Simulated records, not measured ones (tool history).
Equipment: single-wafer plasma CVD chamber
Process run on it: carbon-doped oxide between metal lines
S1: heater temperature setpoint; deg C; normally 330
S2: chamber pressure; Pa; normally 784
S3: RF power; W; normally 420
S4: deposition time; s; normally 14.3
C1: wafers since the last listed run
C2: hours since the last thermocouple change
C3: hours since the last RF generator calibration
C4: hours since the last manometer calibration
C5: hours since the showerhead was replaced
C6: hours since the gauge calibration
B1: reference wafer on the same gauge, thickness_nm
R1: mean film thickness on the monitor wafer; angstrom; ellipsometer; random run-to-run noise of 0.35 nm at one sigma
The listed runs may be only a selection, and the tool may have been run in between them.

run,hour,S1,S2,S3,S4,C1,C2,C3,C4,C5,C6,B1,R1
1,0,330,784,420,14.3,0,1205.1,2401.6,1409.6,4009.6,44.5,64.938,727.7
2,50.3,330,784,420,14.3,1892,1255.4,2451.9,1459.9,4059.9,94.8,64.98,721.37
3,60.3,330,784,420,14.3,376,1265.4,2461.9,1469.9,4069.9,104.8,64.958,724.9
4,67.7,330,784,480,14.3,278,1272.8,2469.3,1477.3,4077.3,112.2,65.019,781.66
# hour 83.6: gauge calibrated
5,84.7,330,784,420,15.1,639,1289.8,2486.3,1494.3,4094.3,1.1,65.014,765.77
6,92.6,330,909,420,14.3,297,1297.7,2494.2,1502.2,4102.2,9,64.973,735.91
7,98.8,330,909,420,14.3,233,1303.9,2500.4,1508.4,4108.4,15.2,64.942,735
# hour 109.2: thermocouple changed; heater temperature recalibrated
8,113.1,330,909,420,14.3,236,3.9,2514.7,1522.7,4122.7,29.5,64.983,732.58
9,120,341,835,455,14.3,259,10.8,2521.6,1529.6,4129.6,36.4,65.027,739.34
10,130.4,345,976,400,12.4,391,21.2,2532,1540,4140,46.8,65.011,597.45
# hour 144.2: capacitance manometer re-zeroed and calibrated
# hour 151.8: RF generator calibrated
11,152.3,330,784,420,13.4,236,43.1,0.5,8.1,4161.9,68.7,65.014,678.85
12,162,343,784,490,14.3,364,52.8,10.2,17.8,4171.6,78.4,64.996,764.94
# hour 170.2: showerhead replaced
13,170.9,330,909,420,14.3,33,61.7,19.1,26.7,0.7,87.3,65.004,727.24
14,179.6,330,608,420,15.7,327,70.4,27.8,35.4,9.4,96,65.001,765.88
15,197.2,330,909,420,14.3,662,88,45.4,53,27,113.6,65.02,732.8
16,213.1,330,784,450,14.3,598,103.9,61.3,68.9,42.9,129.5,65.03,757.83

Across each entry between runs, compare the hidden state at the last listed run before it with the hidden state at the first listed run after it:
Between runs 4 and 5: gauge calibrated (hour 83.6)
  both runs share identical hidden conditions
Between runs 7 and 8: thermocouple changed; heater temperature recalibrated (hour 109.2)
  both runs share identical hidden conditions
Between runs 10 and 11: capacitance manometer re-zeroed and calibrated (hour 144.2); RF generator calibrated (hour 151.8)
  both runs share identical hidden conditions
Between runs 12 and 13: showerhead replaced (hour 170.2)
  both runs share identical hidden conditions

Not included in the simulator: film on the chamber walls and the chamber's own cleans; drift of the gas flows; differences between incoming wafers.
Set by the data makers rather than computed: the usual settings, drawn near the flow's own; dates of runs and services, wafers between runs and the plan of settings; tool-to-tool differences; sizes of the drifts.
